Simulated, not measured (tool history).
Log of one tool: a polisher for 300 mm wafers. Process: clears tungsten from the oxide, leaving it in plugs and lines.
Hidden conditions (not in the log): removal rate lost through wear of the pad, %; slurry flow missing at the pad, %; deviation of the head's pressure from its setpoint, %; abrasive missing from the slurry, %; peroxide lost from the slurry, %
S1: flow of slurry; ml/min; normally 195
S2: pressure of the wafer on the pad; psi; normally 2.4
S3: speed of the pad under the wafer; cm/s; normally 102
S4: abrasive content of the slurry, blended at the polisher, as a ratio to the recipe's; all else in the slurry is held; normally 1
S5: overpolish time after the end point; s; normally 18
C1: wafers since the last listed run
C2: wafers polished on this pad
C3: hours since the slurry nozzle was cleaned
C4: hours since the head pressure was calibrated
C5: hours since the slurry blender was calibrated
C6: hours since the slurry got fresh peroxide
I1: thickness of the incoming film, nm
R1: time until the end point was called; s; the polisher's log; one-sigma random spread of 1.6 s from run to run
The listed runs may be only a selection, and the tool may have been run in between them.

run	hour	S1	S2	S3	S4	S5	C1	C2	C3	C4	C5	C6	I1	R1
1	0	140	2.4	102	1	18	0	586	23.7	260.6	273.3	47.7	344.1	100.2
2	71.1	195	2.4	102	1.1	18	458	1044	94.8	331.7	344.4	118.8	341.5	96.9
3	120	195	2.4	102	1.1	18	315	1359	143.7	380.6	393.3	167.7	344.3	98.8
# hour 131.2: slurry blender recalibrated
4	168	195	2.4	102	1.1	18	296	1656	191.7	428.6	36.8	215.7	344.1	104.5
# hour 215.7: worn pad replaced by a new one
# hour 233: slurry nozzle cleaned
5	234.6	195	2.4	102	1	18	397	115	1.6	495.2	103.4	282.3	346.1	100.5
# hour 255.1: slurry tank refilled with fresh slurry and peroxide
6	281.6	195	2.4	102	1	18	296	411	48.6	542.2	150.4	26.5	345.3	98.7
7	342.4	195	2.4	102	1	18	391	803	109.4	603	211.2	87.3	340.1	99.9
8	366.5	195	2.4	102	1	18	155	959	133.5	627.1	235.3	111.4	341.6	99.3
9	434	195	2.4	102	1	18	435	1394	201	694.6	302.8	178.9	343.6	101.5
# hour 461.4: slurry blender recalibrated
# hour 487.4: slurry nozzle cleaned
10	498.2	195	2.1	102	1	26	394	1788	10.8	758.8	36.8	243.1	342.1	118.8
# hour 539: slurry tank refilled with fresh slurry and peroxide
# hour 542: worn pad replaced by a new one
11	548.1	195	2.1	102	1	26	295	39	60.7	808.7	86.7	9.1	345.2	106.3
12	601.7	260	3.1	124	0.75	18	345	384	114.3	862.3	140.3	62.7	343.4	73.4
13	648.3	195	2.1	102	1	13	300	685	160.9	908.9	186.9	109.3	338.6	104.9
14	718.7	235	2.4	92	1	18	453	1138	231.3	979.3	257.3	179.7	345.3	111.3
15	753.4	170	1.7	126	1.2	18	223	1362	266	1014	292	214.4	345	99.2
# hour 776.3: slurry nozzle cleaned
16	786.1	195	2.4	102	1	18	204	1567	9.8	1046.7	324.7	247.1	346.1	106.1
# hour 809: slurry tank refilled with fresh slurry and peroxide
# hour 836.2: head pressure recalibrated
17	836.7	195	2.4	102	1	18	306	1873	60.4	0.5	375.3	27.7	345.8	110.5
# hour 849.5: slurry blender recalibrated
# hour 856.8: worn pad replaced by a new one
18	906.3	195	2.4	86	1	18	410	319	130	70.1	56.8	97.3	341.9	111.9
19	973.9	195	2.4	102	0.7	18	435	755	197.6	137.7	124.4	164.9	344.4	116
20	1010.8	195	2.1	102	1	26	237	992	234.5	174.6	161.3	201.8	344.9	109.2
# hour 1023.9: slurry nozzle cleaned
21	1076.1	175	3	134	0.75	18	414	1407	52.2	239.9	226.6	267.1	346.5	76.9
22	1138.1	125	2.4	102	0.9	9	399	1807	114.2	301.9	288.6	329.1	344.1	121.9
# hour 1142.7: slurry tank refilled with fresh slurry and peroxide
# hour 1162.2: worn pad replaced by a new one
23	1195	140	2.4	86	1	18	334	211	171.1	358.8	345.5	52.3	351.6	121.6
24	1225	195	2.4	102	1.2	18	193	404	201.1	388.8	375.5	82.3	341.6	91.1
# hour 1275.2: slurry blender recalibrated
25	1280.7	130	2.4	136	1.15	11	346	750	256.8	444.5	5.5	138	346.9	73.8

5 ways to go on from here, each from the tool as it stands after run 25. What would each give?
A	1281.2	195	2.4	102	1	18	3	754	257.3	445	6	138.5	345	?
B	1281.2	195	2.4	76	1	24	3	754	257.3	445	6	138.5	345	?
C	1281.2	230	2.4	102	1	27	3	754	257.3	445	6	138.5	345	?
D	1281.2	195	2.8	102	1	11	3	754	257.3	445	6	138.5	345	?
E	1281.2	195	2.4	138	1	11	3	754	257.3	445	6	138.5	345	?

run	R1
A	98.6
B	132.3
C	96.9
D	88.8
E	72.9
Without the tool's unlogged condition, the same runs would have read:
run	R1
A	96.3
B	129.2
C	94.6
D	86.8
E	71.2
